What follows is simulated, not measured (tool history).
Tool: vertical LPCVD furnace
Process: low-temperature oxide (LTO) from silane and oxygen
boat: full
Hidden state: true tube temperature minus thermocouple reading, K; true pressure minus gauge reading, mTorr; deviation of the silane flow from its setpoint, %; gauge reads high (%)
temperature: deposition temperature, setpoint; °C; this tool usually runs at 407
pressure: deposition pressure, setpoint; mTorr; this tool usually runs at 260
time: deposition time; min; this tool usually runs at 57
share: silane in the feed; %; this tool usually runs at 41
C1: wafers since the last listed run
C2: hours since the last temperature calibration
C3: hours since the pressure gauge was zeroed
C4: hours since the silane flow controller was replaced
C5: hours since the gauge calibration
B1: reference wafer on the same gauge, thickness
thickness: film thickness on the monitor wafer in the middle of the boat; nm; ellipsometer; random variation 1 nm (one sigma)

{"run": 1, "hour": 0.0, "temperature": 407, "pressure": 260, "time": 57, "share": 47, "C1": 0, "C2": 4992.3, "C3": 1961.6, "C4": 5408.4, "C5": 145.1, "B1": 816.91, "thickness": 804.43}
{"run": 2, "hour": 19.2, "temperature": 407, "pressure": 210, "time": 57, "share": 41, "C1": 138, "C2": 5011.5, "C3": 1980.8, "C4": 5427.6, "C5": 164.3, "B1": 816.75, "thickness": 558.97}
{"run": 3, "hour": 47.0, "temperature": 407, "pressure": 210, "time": 57, "share": 41, "C1": 199, "C2": 5039.3, "C3": 2008.6, "C4": 5455.4, "C5": 192.1, "B1": 817.07, "thickness": 559.74}
{"run": 4, "hour": 61.3, "temperature": 407, "pressure": 210, "time": 57, "share": 41, "C1": 102, "C2": 5053.6, "C3": 2022.9, "C4": 5469.7, "C5": 206.4, "B1": 817.41, "thickness": 559.47}
{"run": 5, "hour": 80.8, "temperature": 407, "pressure": 260, "time": 39.5, "share": 41, "C1": 140, "C2": 5073.1, "C3": 2042.4, "C4": 5489.2, "C5": 225.9, "B1": 817.13, "thickness": 484.31}
{"run": 6, "hour": 93.9, "temperature": 407, "pressure": 260, "time": 39.5, "share": 41, "C1": 94, "C2": 5086.2, "C3": 2055.5, "C4": 5502.3, "C5": 239, "B1": 816.77, "thickness": 483.65}
{"run": 7, "hour": 129.8, "temperature": 407, "pressure": 260, "time": 39.5, "share": 41, "C1": 258, "C2": 5122.1, "C3": 2091.4, "C4": 5538.2, "C5": 274.9, "B1": 817.15, "thickness": 484.92}
{"run": 8, "hour": 142.1, "temperature": 407, "pressure": 260, "time": 57, "share": 41, "C1": 88, "C2": 5134.4, "C3": 2103.7, "C4": 5550.5, "C5": 287.2, "B1": 816.6, "thickness": 699.32}
{"hour": 166.9, "done": "gauge calibrated"}
{"run": 9, "hour": 168.5, "temperature": 407, "pressure": 260, "time": 57, "share": 41, "C1": 189, "C2": 5160.8, "C3": 2130.1, "C4": 5576.9, "C5": 1.6, "B1": 816.96, "thickness": 698.42}
{"run": 10, "hour": 182.9, "temperature": 407, "pressure": 260, "time": 57, "share": 41, "C1": 103, "C2": 5175.2, "C3": 2144.5, "C4": 5591.3, "C5": 16, "B1": 816.78, "thickness": 699.16}
{"hour": 208.4, "done": "silane flow controller replaced"}
{"run": 11, "hour": 208.9, "temperature": 407, "pressure": 260, "time": 41, "share": 41, "C1": 14, "C2": 5201.2, "C3": 2170.5, "C4": 0.5, "C5": 42, "B1": 817.02, "thickness": 501.83}
{"hour": 233.6, "done": "thermocouples replaced and temperature profile calibrated"}
{"run": 12, "hour": 234.1, "temperature": 407, "pressure": 260, "time": 41, "share": 41, "C1": 8, "C2": 0.5, "C3": 2195.7, "C4": 25.7, "C5": 67.2, "B1": 817.2, "thickness": 477.69}
{"run": 13, "hour": 249.3, "temperature": 398, "pressure": 200, "time": 57, "share": 41, "C1": 109, "C2": 15.7, "C3": 2210.9, "C4": 40.9, "C5": 82.4, "B1": 817.31, "thickness": 458.3}
{"run": 14, "hour": 270.7, "temperature": 401, "pressure": 300, "time": 78, "share": 44, "C1": 153, "C2": 37.1, "C3": 2232.3, "C4": 62.3, "C5": 103.8, "B1": 817.24, "thickness": 1067.33}
{"run": 15, "hour": 299.9, "temperature": 407, "pressure": 260, "time": 57, "share": 41, "C1": 210, "C2": 66.3, "C3": 2261.5, "C4": 91.5, "C5": 133, "B1": 817.04, "thickness": 665.58}
{"run": 16, "hour": 319.2, "temperature": 407, "pressure": 210, "time": 57, "share": 41, "C1": 138, "C2": 85.6, "C3": 2280.8, "C4": 110.8, "C5": 152.3, "B1": 816.77, "thickness": 532.46}
{"run": 17, "hour": 345.0, "temperature": 413, "pressure": 260, "time": 57, "share": 41, "C1": 185, "C2": 111.4, "C3": 2306.6, "C4": 136.6, "C5": 178.1, "B1": 816.93, "thickness": 707.63}
{"hour": 380.2, "done": "pressure gauge zeroed"}
{"run": 18, "hour": 380.7, "temperature": 414, "pressure": 260, "time": 57, "share": 37, "C1": 84, "C2": 147.1, "C3": 0.5, "C4": 172.3, "C5": 213.8, "B1": 816.99, "thickness": 651.26}
{"run": 19, "hour": 401.2, "temperature": 407, "pressure": 260, "time": 57, "share": 41, "C1": 147, "C2": 167.6, "C3": 21, "C4": 192.8, "C5": 234.3, "B1": 817.04, "thickness": 682.66}
{"run": 20, "hour": 436.3, "temperature": 407, "pressure": 210, "time": 57, "share": 41, "C1": 252, "C2": 202.7, "C3": 56.1, "C4": 227.9, "C5": 269.4, "B1": 816.82, "thickness": 550.42}
{"run": 21, "hour": 464.6, "temperature": 407, "pressure": 230, "time": 38, "share": 44, "C1": 203, "C2": 231, "C3": 84.4, "C4": 256.2, "C5": 297.7, "B1": 817.04, "thickness": 434.08}
{"run": 22, "hour": 476.8, "temperature": 403, "pressure": 260, "time": 44.5, "share": 41, "C1": 87, "C2": 243.2, "C3": 96.6, "C4": 268.4, "C5": 309.9, "B1": 816.81, "thickness": 509.76}
{"hour": 477.5, "done": "gauge calibrated"}
{"run": 23, "hour": 502.9, "temperature": 411, "pressure": 240, "time": 44.5, "share": 48, "C1": 187, "C2": 269.3, "C3": 122.7, "C4": 294.5, "C5": 25.4, "B1": 816.88, "thickness": 599.23}
{"run": 24, "hour": 529.4, "temperature": 407, "pressure": 260, "time": 57, "share": 41, "C1": 190, "C2": 295.8, "C3": 149.2, "C4": 321, "C5": 51.9, "B1": 817.18, "thickness": 681.29}
{"run": 25, "hour": 546.4, "temperature": 403, "pressure": 310, "time": 57, "share": 41, "C1": 122, "C2": 312.8, "C3": 166.2, "C4": 338, "C5": 68.9, "B1": 816.37, "thickness": 777.61}

Pick out some run-to-run changes in thickness. Of each, how much would a tool without hidden state show as well, from the settings, what came in and chance, and how much is left for the hidden state and any gauge scatter not in both results compared?
Run 11 -> 12: thermocouples replaced and temperature profile calibrated. thickness -24.14 nm: hidden state -24.9, all else +0.76.
Run 13 -> 14: temperature 398 -> 401, pressure 200 -> 300, time 57 -> 78, share 41 -> 44. thickness +609.03 nm: hidden state -10.68, all else +619.71.
Run 14 -> 15: temperature 401 -> 407, pressure 300 -> 260, time 78 -> 57, share 44 -> 41. thickness -401.75 nm: hidden state +8.77, all else -410.52.
Run 17 -> 18: temperature 413 -> 414, share 41 -> 37, pressure gauge zeroed. thickness -56.37 nm: hidden state +20.94, all else -77.31.

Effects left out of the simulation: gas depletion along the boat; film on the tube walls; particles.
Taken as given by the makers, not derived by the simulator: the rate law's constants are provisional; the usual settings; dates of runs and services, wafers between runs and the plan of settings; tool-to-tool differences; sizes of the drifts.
